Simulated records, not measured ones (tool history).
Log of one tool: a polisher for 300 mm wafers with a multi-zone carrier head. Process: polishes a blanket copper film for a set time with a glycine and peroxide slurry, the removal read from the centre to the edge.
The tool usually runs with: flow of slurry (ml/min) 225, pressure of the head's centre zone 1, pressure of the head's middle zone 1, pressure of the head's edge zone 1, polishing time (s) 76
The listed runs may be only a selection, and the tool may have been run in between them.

run	hour	flow of slurry (ml/min)	pressure of the head's centre zone	pressure of the head's middle zone	pressure of the head's edge zone	polishing time (s)	wafers since the last listed run	wafers polished on this pad	hours since the slurry nozzle was cleaned	hours since the centre zone pressure was calibrated	hours since the edge zone pressure was calibrated	hours since the carrier head's membrane was replaced	incoming thickness of the incoming film, nm	film removed at the wafer's centre (angstrom)	film removed at mid-radius (angstrom)	film removed at the wafer's edge (angstrom)
1	0	225	1	1	1	76	0	2552	16.2	434.7	1059.5	1977.3	2224.1	3533	3764	3699
# hour 41.4: edge zone pressure recalibrated
2	50.3	225	1	1	1	64	482	3034	66.5	485	8.9	2027.6	2245.4	2854	3127	3161
# hour 70.4: centre zone pressure recalibrated
# hour 127.1: carrier head's membrane replaced by a new one
3	130.1	225	1	1	1	76	726	3761	146.3	59.7	88.7	3	2245.2	3411	3615	3535
4	207.9	225	1	1	1	76	776	4537	224.1	137.5	166.5	80.8	2237.8	3418	3507	3531
5	265.7	185	0.95	1.07	1	76	577	5114	281.9	195.3	224.3	138.6	2247.6	2851	3429	3357
# hour 310.7: worn pad replaced by a new one
6	321	275	1	1	1.09	76	512	103	337.2	250.6	279.6	193.9	2211	3419	3587	3799
7	380.1	225	1.05	1	1	76	590	693	396.3	309.7	338.7	253	2251.2	3282	3412	3532
8	428.3	225	1	1	1	76	481	1174	444.5	357.9	386.9	301.2	2231.7	3199	3427	3436
# hour 451.3: slurry nozzle cleaned
9	514.3	225	1	1	1	76	848	2022	63	443.9	472.9	387.2	2238.8	3364	3665	3625
10	564.4	225	1.04	1	1	101	500	2523	113.1	494	523	437.3	2184.1	4596	4837	4774
# hour 598.6: centre zone pressure recalibrated
11	670.4	225	1	1	1	55	1038	3561	219.1	71.8	629	543.3	2252	2419	2536	2575
12	714.8	225	1	1.07	1.05	76	443	4004	263.5	116.2	673.4	587.7	2253.1	3186	3620	3489
13	819.1	265	1	1.11	1	76	1041	5045	367.8	220.5	777.7	692	2228	3411	3769	3505

Forecast run 14:
# hour 899.5: worn pad replaced by a new one
14	906.3	265	1	1.11	1	76	830	67	455	307.7	864.9	779.2	2201.2	?	?	?

film removed at the wafer's centre (angstrom): 3251
film removed at mid-radius (angstrom): 3739
film removed at the wafer's edge (angstrom): 3624
On a tool with no hidden condition, and with the same random variation, this run would have come out at film removed at the wafer's centre (angstrom) 3836, film removed at mid-radius (angstrom) 4157, film removed at the wafer's edge (angstrom) 3919.
